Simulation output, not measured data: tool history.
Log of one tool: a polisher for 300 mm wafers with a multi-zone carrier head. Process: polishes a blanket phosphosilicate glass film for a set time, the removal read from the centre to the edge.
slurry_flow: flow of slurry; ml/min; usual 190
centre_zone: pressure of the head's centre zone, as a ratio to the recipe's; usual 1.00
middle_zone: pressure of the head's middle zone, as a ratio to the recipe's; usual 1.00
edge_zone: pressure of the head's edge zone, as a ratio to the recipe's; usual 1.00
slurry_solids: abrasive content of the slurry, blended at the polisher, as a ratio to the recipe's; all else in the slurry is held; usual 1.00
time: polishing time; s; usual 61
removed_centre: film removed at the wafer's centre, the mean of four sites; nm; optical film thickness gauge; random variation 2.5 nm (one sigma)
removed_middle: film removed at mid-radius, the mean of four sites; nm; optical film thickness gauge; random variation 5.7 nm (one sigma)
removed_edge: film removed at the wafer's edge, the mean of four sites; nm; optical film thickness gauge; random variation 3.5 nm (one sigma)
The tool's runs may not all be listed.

run,hour,slurry_flow,centre_zone,middle_zone,edge_zone,slurry_solids,time,wafers since the last listed run,wafers polished on this pad,hours since the slurry nozzle was cleaned,hours since the centre zone pressure was calibrated,hours since the edge zone pressure was calibrated,hours since the carrier head's membrane was replaced,"incoming thickness of the incoming film, nm",removed_centre,removed_middle,removed_edge
1,0.0,130,1.00,1.00,1.00,1.00,61,0,2778,525.3,513.3,611.3,347.3,2456.6,376.6,389.5,394.9
2,25.1,230,1.00,1.00,1.00,1.30,75,364,3142,550.4,538.4,636.4,372.4,2414.9,592.9,615.3,608.8
3,73.3,235,0.91,1.00,1.00,1.00,81,699,3842,598.6,586.6,684.6,420.6,2401.7,494.6,560.4,550.4
# hour 100.2: edge zone pressure recalibrated
4,104.4,190,1.00,1.00,1.00,1.00,61,422,4264,629.7,617.7,4.2,451.7,2392.0,400.0,404.1,404.5
5,164.2,230,1.00,1.00,0.97,1.30,71,867,5132,689.5,677.5,64.0,511.5,2406.7,559.1,568.9,560.2
# hour 216.6: worn pad replaced by a new one
6,226.5,190,1.00,1.00,0.91,1.15,61,846,143,751.8,739.8,126.3,573.8,2436.4,431.7,441.3,418.4
7,291.9,190,1.00,1.00,1.00,1.00,61,949,1093,817.2,805.2,191.7,639.2,2440.0,391.9,398.0,400.7
8,317.0,150,1.00,1.00,1.00,1.00,69,364,1457,842.3,830.3,216.8,664.3,2429.4,425.0,442.3,447.2
9,370.5,235,1.00,0.94,1.07,1.00,61,776,2233,895.8,883.8,270.3,717.8,2466.2,397.7,380.4,422.7
# hour 409.4: slurry nozzle cleaned
10,438.0,250,1.00,1.05,0.95,1.00,61,965,3199,28.6,951.3,337.8,785.3,2447.0,417.7,446.7,409.6
11,475.8,220,1.00,1.00,1.00,1.00,61,548,3747,66.4,989.1,375.6,823.1,2443.5,417.3,409.5,425.8
12,526.2,190,1.00,1.00,1.10,1.00,61,731,4479,116.8,1039.5,426.0,873.5,2441.9,403.8,418.7,433.9
13,586.9,140,1.00,1.08,1.00,1.00,61,881,5360,177.5,1100.2,486.7,934.2,2424.4,392.9,428.7,398.6
# hour 620.4: worn pad replaced by a new one
14,653.9,190,1.00,0.96,1.00,1.00,61,914,486,244.5,1167.2,553.7,1001.2,2414.8,408.0,400.3,410.0
# hour 683.7: edge zone pressure recalibrated
15,684.2,230,1.00,1.00,0.97,1.30,71,410,896,274.8,1197.5,0.5,1031.5,2408.9,572.4,578.1,574.6
16,713.7,240,0.95,1.04,1.00,1.00,43,428,1325,304.3,1227.0,30.0,1061.0,2445.4,276.8,309.8,299.6
17,756.5,190,1.00,1.00,0.94,1.00,61,621,1946,347.1,1269.8,72.8,1103.8,2389.4,405.4,418.4,396.2
18,796.3,250,1.03,1.03,1.00,1.00,79,577,2524,386.9,1309.6,112.6,1143.6,2420.4,554.5,574.4,553.0
# hour 813.4: carrier head's membrane replaced by a new one
19,830.8,190,1.00,1.06,1.00,1.00,61,428,2952,421.4,1344.1,147.1,17.4,2402.2,405.2,421.8,413.0
# hour 860.6: centre zone pressure recalibrated
20,883.3,190,1.00,1.00,1.00,1.00,61,732,3685,473.9,22.7,199.6,69.9,2453.7,403.5,416.3,412.9

Forecast each of these 5 alternatives for the next run:
A,883.7,190,1.00,0.90,1.00,1.00,61,5,3691,474.3,23.1,200.0,70.3,2423.9,?,?,?
B,883.7,220,1.00,1.00,1.00,1.20,61,5,3691,474.3,23.1,200.0,70.3,2423.9,?,?,?
C,883.7,190,1.00,1.04,0.95,1.00,80,5,3691,474.3,23.1,200.0,70.3,2423.9,?,?,?
D,883.7,190,0.94,0.97,0.89,1.15,61,5,3691,474.3,23.1,200.0,70.3,2423.9,?,?,?
E,883.7,190,1.08,0.88,1.12,1.00,41,5,3691,474.3,23.1,200.0,70.3,2423.9,?,?,?

run,removed_centre,removed_middle,removed_edge
A,398.9,376.2,413.8
B,459.6,472.1,472.7
C,523.7,557.1,528.5
D,413.2,441.5,431.2
E,289.7,248.1,294.3
Without the tool's hidden state the same runs would have given:
run,removed_centre,removed_middle,removed_edge
A,403.4,379.9,416.8
B,464.2,476.3,475.8
C,529.5,562.6,532.4
D,417.8,445.8,434.3
E,292.9,250.5,296.4
